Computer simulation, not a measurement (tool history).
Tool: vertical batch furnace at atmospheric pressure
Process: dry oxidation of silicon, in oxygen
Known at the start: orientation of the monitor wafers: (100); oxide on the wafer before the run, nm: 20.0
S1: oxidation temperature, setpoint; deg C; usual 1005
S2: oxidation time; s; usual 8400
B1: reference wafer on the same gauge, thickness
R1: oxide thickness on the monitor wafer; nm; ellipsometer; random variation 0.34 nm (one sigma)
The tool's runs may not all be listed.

{"run": 1, "day": 0.0, "S1": 1005, "S2": 8400, "B1": 93.57, "R1": 97.74}
{"run": 2, "day": 4.492, "S1": 1005, "S2": 8400, "B1": 93.75, "R1": 97.53}
{"run": 3, "day": 8.971, "S1": 1005, "S2": 8400, "B1": 93.85, "R1": 98.42}
{"run": 4, "day": 12.296, "S1": 1005, "S2": 8400, "B1": 94.09, "R1": 98.4}
{"run": 5, "day": 14.446, "S1": 1005, "S2": 8400, "B1": 94.18, "R1": 98.99}
{"run": 6, "day": 16.358, "S1": 1005, "S2": 8400, "B1": 94.24, "R1": 98.16}
{"run": 7, "day": 20.65, "S1": 1005, "S2": 8400, "B1": 94.49, "R1": 98.95}
{"run": 8, "day": 22.3, "S1": 1005, "S2": 8400, "B1": 94.61, "R1": 98.88}
{"run": 9, "day": 26.8, "S1": 1005, "S2": 8400, "B1": 94.87, "R1": 99.03}
{"run": 10, "day": 29.212, "S1": 1005, "S2": 8400, "B1": 94.89, "R1": 98.76}
{"run": 11, "day": 33.371, "S1": 1005, "S2": 8400, "B1": 95.23, "R1": 99.83}
{"run": 12, "day": 37.788, "S1": 1017, "S2": 9810, "B1": 95.47, "R1": 121.63}
{"run": 13, "day": 39.621, "S1": 1020, "S2": 11190, "B1": 95.63, "R1": 136.09}
{"day": 40.171, "done": "gauge calibrated"}
{"run": 14, "day": 43.275, "S1": 983, "S2": 12480, "B1": 92.36, "R1": 103.69}
{"run": 15, "day": 45.738, "S1": 1017, "S2": 9810, "B1": 92.4, "R1": 117.91}
{"run": 16, "day": 48.212, "S1": 998, "S2": 6090, "B1": 92.38, "R1": 74.36}
{"run": 17, "day": 50.642, "S1": 982, "S2": 8400, "B1": 92.44, "R1": 80.81}
{"run": 18, "day": 53.917, "S1": 1012, "S2": 10170, "B1": 92.41, "R1": 115.85}
{"day": 55.533, "done": "boat lift adjusted"}
{"run": 19, "day": 55.992, "S1": 1005, "S2": 8400, "B1": 92.45, "R1": 95.76}
{"day": 65.317, "done": "thermocouples replaced and temperature profile calibrated"}
{"run": 20, "day": 67.908, "S1": 1026, "S2": 6120, "B1": 92.6, "R1": 94.46}
{"run": 21, "day": 71.825, "S1": 1005, "S2": 8400, "B1": 92.81, "R1": 96.37}
{"run": 22, "day": 75.892, "S1": 996, "S2": 6840, "B1": 92.95, "R1": 78.6}
{"run": 23, "day": 78.146, "S1": 1013, "S2": 11100, "B1": 92.97, "R1": 123.71}
{"run": 24, "day": 82.075, "S1": 1013, "S2": 11010, "B1": 93.11, "R1": 123.56}

Measured less the same run without the tool's hidden state. The same run-to-run variation is in both; the gauge's scatter may not be:
The hidden state here: true tube temperature minus thermocouple reading, K; monitor wafer colder than the profiled boat position, K; gauge reads high (%).
run=1 R1=+1
run=2 R1=+1.17
run=3 R1=+1.38
run=4 R1=+1.52
run=5 R1=+1.64
run=6 R1=+1.72
run=7 R1=+1.96
run=8 R1=+2.05
run=9 R1=+2.31
run=10 R1=+2.45
run=11 R1=+2.73
run=12 R1=+3.68
run=13 R1=+4.28
run=14 R1=-0.24
run=15 R1=-0.27
run=16 R1=-0.16
run=17 R1=-0.16
run=18 R1=-0.18
run=19 R1=-0.13
run=20 R1=+0.09
run=21 R1=+0.18
run=22 R1=+0.23
run=23 R1=+0.46
run=24 R1=+0.62
